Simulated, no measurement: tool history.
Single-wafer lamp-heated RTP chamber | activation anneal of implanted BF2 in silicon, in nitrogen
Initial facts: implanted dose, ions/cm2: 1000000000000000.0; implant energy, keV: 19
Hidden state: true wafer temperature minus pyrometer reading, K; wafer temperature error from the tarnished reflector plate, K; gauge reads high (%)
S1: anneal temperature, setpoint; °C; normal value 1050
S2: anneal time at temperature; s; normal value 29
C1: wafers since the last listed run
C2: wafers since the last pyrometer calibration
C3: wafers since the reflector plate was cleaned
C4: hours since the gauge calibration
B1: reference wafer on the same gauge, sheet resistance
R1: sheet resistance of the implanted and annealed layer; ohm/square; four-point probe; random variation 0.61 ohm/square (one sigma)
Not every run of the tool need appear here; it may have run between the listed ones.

{"run": 1, "hour": 0.0, "S1": 1050, "S2": 35, "C1": 0, "C2": 6311, "C3": 7741, "C4": 3616, "B1": 160.89, "R1": 134.91}
{"hour": 145.5, "done": "pyrometer window cleaned and pyrometer calibrated"}
{"run": 2, "hour": 265.2, "S1": 1050, "S2": 35, "C1": 2937, "C2": 1367, "C3": 10678, "C4": 3881.2, "B1": 160.96, "R1": 138.41}
{"run": 3, "hour": 368.9, "S1": 1050, "S2": 40, "C1": 1184, "C2": 2551, "C3": 11863, "C4": 3984.9, "B1": 160.86, "R1": 135.47}
{"hour": 387.8, "done": "reflector plate cleaned"}
{"run": 4, "hour": 421.6, "S1": 1050, "S2": 29, "C1": 510, "C2": 3061, "C3": 385, "C4": 4037.6, "B1": 161.04, "R1": 143.77}
{"run": 5, "hour": 502.1, "S1": 1050, "S2": 29, "C1": 919, "C2": 3981, "C3": 1305, "C4": 4118.1, "B1": 161.02, "R1": 141.61}
{"run": 6, "hour": 563.5, "S1": 1030, "S2": 22, "C1": 701, "C2": 4682, "C3": 2006, "C4": 4179.5, "B1": 160.86, "R1": 158.87}
{"run": 7, "hour": 654.1, "S1": 1030, "S2": 22, "C1": 1034, "C2": 5717, "C3": 3040, "C4": 4270.1, "B1": 161.06, "R1": 157.3}
{"hour": 734.3, "done": "gauge calibrated"}
{"hour": 876.2, "done": "pyrometer window cleaned and pyrometer calibrated"}
{"run": 8, "hour": 927.3, "S1": 1030, "S2": 22, "C1": 3028, "C2": 583, "C3": 6069, "C4": 193, "B1": 160.83, "R1": 159.31}
{"run": 9, "hour": 1004.0, "S1": 1031, "S2": 29, "C1": 875, "C2": 1459, "C3": 6945, "C4": 269.7, "B1": 160.94, "R1": 153.29}
{"run": 10, "hour": 1067.4, "S1": 1050, "S2": 29, "C1": 724, "C2": 2183, "C3": 7669, "C4": 333.1, "B1": 160.9, "R1": 140.8}
{"run": 11, "hour": 1117.9, "S1": 1050, "S2": 29, "C1": 576, "C2": 2760, "C3": 8246, "C4": 383.6, "B1": 160.9, "R1": 141.03}
{"run": 12, "hour": 1164.8, "S1": 1050, "S2": 29, "C1": 535, "C2": 3295, "C3": 8782, "C4": 430.5, "B1": 161.07, "R1": 139.81}
{"run": 13, "hour": 1271.6, "S1": 1050, "S2": 29, "C1": 1219, "C2": 4515, "C3": 10001, "C4": 537.3, "B1": 161.04, "R1": 138.84}
{"run": 14, "hour": 1310.0, "S1": 1050, "S2": 29, "C1": 438, "C2": 4954, "C3": 10440, "C4": 575.7, "B1": 160.93, "R1": 137.9}
{"hour": 1415.8, "done": "reflector plate cleaned"}
{"run": 15, "hour": 1416.3, "S1": 1050, "S2": 29, "C1": 1122, "C2": 6076, "C3": 5, "C4": 682, "B1": 161.05, "R1": 141.44}
{"run": 16, "hour": 1468.6, "S1": 1050, "S2": 29, "C1": 597, "C2": 6674, "C3": 602, "C4": 734.3, "B1": 160.9, "R1": 140.31}
{"run": 17, "hour": 1510.7, "S1": 1037, "S2": 44, "C1": 480, "C2": 7154, "C3": 1083, "C4": 776.4, "B1": 160.96, "R1": 139.45}
{"hour": 1555.8, "done": "pyrometer window cleaned and pyrometer calibrated"}
{"run": 18, "hour": 1578.0, "S1": 1068, "S2": 19, "C1": 677, "C2": 253, "C3": 1760, "C4": 843.7, "B1": 160.78, "R1": 138.21}
{"run": 19, "hour": 1672.8, "S1": 1058, "S2": 24, "C1": 1082, "C2": 1336, "C3": 2843, "C4": 938.5, "B1": 161.06, "R1": 140.04}
{"run": 20, "hour": 1731.9, "S1": 1050, "S2": 29, "C1": 674, "C2": 2011, "C3": 3518, "C4": 997.6, "B1": 161.1, "R1": 141.96}
{"run": 21, "hour": 1830.2, "S1": 1035, "S2": 29, "C1": 1122, "C2": 3134, "C3": 4641, "C4": 1095.9, "B1": 160.98, "R1": 150.69}
{"run": 22, "hour": 1969.9, "S1": 1031, "S2": 12, "C1": 1595, "C2": 4729, "C3": 6236, "C4": 1235.6, "B1": 161.16, "R1": 167.39}
{"run": 23, "hour": 2012.6, "S1": 1027, "S2": 23, "C1": 487, "C2": 5217, "C3": 6724, "C4": 1278.3, "B1": 160.95, "R1": 157.03}
{"run": 24, "hour": 2062.7, "S1": 1032, "S2": 29, "C1": 572, "C2": 5789, "C3": 7296, "C4": 1328.4, "B1": 161.08, "R1": 148.16}
{"run": 25, "hour": 2150.6, "S1": 1028, "S2": 15, "C1": 1003, "C2": 6793, "C3": 8300, "C4": 1416.3, "B1": 161.1, "R1": 160.84}
{"hour": 2159.5, "done": "pyrometer window cleaned and pyrometer calibrated"}
{"run": 26, "hour": 2251.6, "S1": 1050, "S2": 29, "C1": 1062, "C2": 1051, "C3": 9362, "C4": 1517.3, "B1": 161.07, "R1": 140.84}
{"run": 27, "hour": 2312.2, "S1": 1038, "S2": 29, "C1": 692, "C2": 1743, "C3": 10054, "C4": 1577.9, "B1": 161.05, "R1": 147.28}
{"run": 28, "hour": 2365.6, "S1": 1025, "S2": 40, "C1": 609, "C2": 2353, "C3": 10664, "C4": 1631.3, "B1": 160.96, "R1": 147.49}
{"run": 29, "hour": 2463.3, "S1": 1067, "S2": 12, "C1": 1115, "C2": 3469, "C3": 11780, "C4": 1729, "B1": 161.14, "R1": 144.42}
{"run": 30, "hour": 2547.5, "S1": 1064, "S2": 37, "C1": 961, "C2": 4430, "C3": 12741, "C4": 1813.2, "B1": 160.78, "R1": 125.78}
{"run": 31, "hour": 2589.7, "S1": 1074, "S2": 46, "C1": 481, "C2": 4912, "C3": 13223, "C4": 1855.4, "B1": 161.22, "R1": 121.97}
{"hour": 2599.8, "done": "reflector plate cleaned"}
{"run": 32, "hour": 2636.6, "S1": 1050, "S2": 13, "C1": 444, "C2": 5356, "C3": 420, "C4": 1902.3, "B1": 160.88, "R1": 155.66}
{"run": 33, "hour": 2710.4, "S1": 1041, "S2": 46, "C1": 842, "C2": 6199, "C3": 1263, "C4": 1976.1, "B1": 160.88, "R1": 138.29}
{"run": 34, "hour": 2782.4, "S1": 1080, "S2": 39, "C1": 822, "C2": 7022, "C3": 2085, "C4": 2048.1, "B1": 161.16, "R1": 122.45}
{"hour": 2915.2, "done": "pyrometer window cleaned and pyrometer calibrated"}
{"run": 35, "hour": 2925.6, "S1": 1032, "S2": 12, "C1": 1544, "C2": 118, "C3": 3629, "C4": 2191.3, "B1": 160.85, "R1": 171.28}

5 options for the next run, each taken on its own from the tool as it stands now. Forecast them:
{"run": "A", "hour": 2926.0, "S1": 1070, "S2": 29, "C1": 4, "C2": 122, "C3": 3634, "C4": 2191.7, "B1": "?", "R1": "?"}
{"run": "B", "hour": 2926.0, "S1": 1025, "S2": 44, "C1": 4, "C2": 122, "C3": 3634, "C4": 2191.7, "B1": "?", "R1": "?"}
{"run": "C", "hour": 2926.0, "S1": 1024, "S2": 15, "C1": 4, "C2": 122, "C3": 3634, "C4": 2191.7, "B1": "?", "R1": "?"}
{"run": "D", "hour": 2926.0, "S1": 1040, "S2": 14, "C1": 4, "C2": 122, "C3": 3634, "C4": 2191.7, "B1": "?", "R1": "?"}
{"run": "E", "hour": 2926.0, "S1": 1023, "S2": 38, "C1": 4, "C2": 122, "C3": 3634, "C4": 2191.7, "B1": "?", "R1": "?"}

run=A B1=160.87 R1=129.64
run=B B1=160.87 R1=147.81
run=C B1=160.87 R1=171.89
run=D B1=160.87 R1=159.81
run=E B1=160.87 R1=151.78
What these runs would have given with no unlogged condition in the tool:
run=A R1=132.86
run=B R1=151.46
run=C R1=177.67
run=D R1=164.53
run=E R1=155.67
